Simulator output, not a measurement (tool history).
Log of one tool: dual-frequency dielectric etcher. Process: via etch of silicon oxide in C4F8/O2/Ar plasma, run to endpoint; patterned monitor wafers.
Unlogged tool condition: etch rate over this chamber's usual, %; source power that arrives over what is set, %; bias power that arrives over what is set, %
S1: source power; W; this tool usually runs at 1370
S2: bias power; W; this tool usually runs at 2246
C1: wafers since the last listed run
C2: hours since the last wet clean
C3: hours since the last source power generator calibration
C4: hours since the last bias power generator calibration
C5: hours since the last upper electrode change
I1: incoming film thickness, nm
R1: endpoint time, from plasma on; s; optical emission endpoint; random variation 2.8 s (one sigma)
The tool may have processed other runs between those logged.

{"run": 1, "hour": 0.0, "S1": 1200, "S2": 2246, "C1": 0, "C2": 244.4, "C3": 1317.4, "C4": 3790.9, "C5": 3807.1, "I1": 1818.0, "R1": 440.5}
{"run": 2, "hour": 44.8, "S1": 1290, "S2": 2393, "C1": 203, "C2": 289.2, "C3": 1362.2, "C4": 3835.7, "C5": 3851.9, "I1": 1815.0, "R1": 427.5}
{"run": 3, "hour": 76.2, "S1": 1370, "S2": 2246, "C1": 142, "C2": 320.6, "C3": 1393.6, "C4": 3867.1, "C5": 3883.3, "I1": 1820.1, "R1": 430.8}
{"run": 4, "hour": 103.4, "S1": 1370, "S2": 2246, "C1": 123, "C2": 347.8, "C3": 1420.8, "C4": 3894.3, "C5": 3910.5, "I1": 1792.2, "R1": 422.9}
{"hour": 198.3, "done": "wet clean of the chamber"}
{"run": 5, "hour": 198.8, "S1": 1370, "S2": 2246, "C1": 324, "C2": 0.5, "C3": 1516.2, "C4": 3989.7, "C5": 4005.9, "I1": 1803.7, "R1": 415.0}
{"run": 6, "hour": 227.8, "S1": 1370, "S2": 2246, "C1": 131, "C2": 29.5, "C3": 1545.2, "C4": 4018.7, "C5": 4034.9, "I1": 1804.7, "R1": 414.8}
{"run": 7, "hour": 280.3, "S1": 1370, "S2": 2246, "C1": 238, "C2": 82.0, "C3": 1597.7, "C4": 4071.2, "C5": 4087.4, "I1": 1807.0, "R1": 418.1}
{"run": 8, "hour": 350.4, "S1": 1370, "S2": 2246, "C1": 318, "C2": 152.1, "C3": 1667.8, "C4": 4141.3, "C5": 4157.5, "I1": 1782.3, "R1": 411.5}
{"run": 9, "hour": 404.1, "S1": 1370, "S2": 2246, "C1": 244, "C2": 205.8, "C3": 1721.5, "C4": 4195.0, "C5": 4211.2, "I1": 1782.6, "R1": 421.7}
{"hour": 597.9, "done": "wet clean of the chamber"}
{"run": 10, "hour": 598.4, "S1": 1470, "S2": 2122, "C1": 774, "C2": 0.5, "C3": 1915.8, "C4": 4389.3, "C5": 4405.5, "I1": 1820.9, "R1": 416.0}
{"run": 11, "hour": 640.8, "S1": 1470, "S2": 2122, "C1": 192, "C2": 42.9, "C3": 1958.2, "C4": 4431.7, "C5": 4447.9, "I1": 1822.0, "R1": 419.3}
{"run": 12, "hour": 671.8, "S1": 1370, "S2": 2246, "C1": 140, "C2": 73.9, "C3": 1989.2, "C4": 4462.7, "C5": 4478.9, "I1": 1806.7, "R1": 422.4}
{"run": 13, "hour": 733.0, "S1": 1370, "S2": 2246, "C1": 278, "C2": 135.1, "C3": 2050.4, "C4": 4523.9, "C5": 4540.1, "I1": 1810.9, "R1": 419.1}
{"run": 14, "hour": 853.8, "S1": 1370, "S2": 2246, "C1": 549, "C2": 255.9, "C3": 2171.2, "C4": 4644.7, "C5": 4660.9, "I1": 1785.4, "R1": 418.1}
{"hour": 933.8, "done": "upper electrode replaced, of another model than before"}
{"hour": 1006.7, "done": "wet clean of the chamber"}
{"run": 15, "hour": 1007.0, "S1": 1220, "S2": 2735, "C1": 478, "C2": 0.3, "C3": 2324.4, "C4": 4797.9, "C5": 73.2, "I1": 1816.4, "R1": 404.2}

Expected results for the next run?
{"run": 16, "hour": 1164.7, "S1": 1530, "S2": 2246, "C1": 716, "C2": 158.0, "C3": 2482.1, "C4": 4955.6, "C5": 230.9, "I1": 1804.0, "R1": "?"}

Run 16 measured R1 397.0 s.
If the tool had no hidden condition, the same run with the same run-to-run variation would have returned R1 391.0 s.
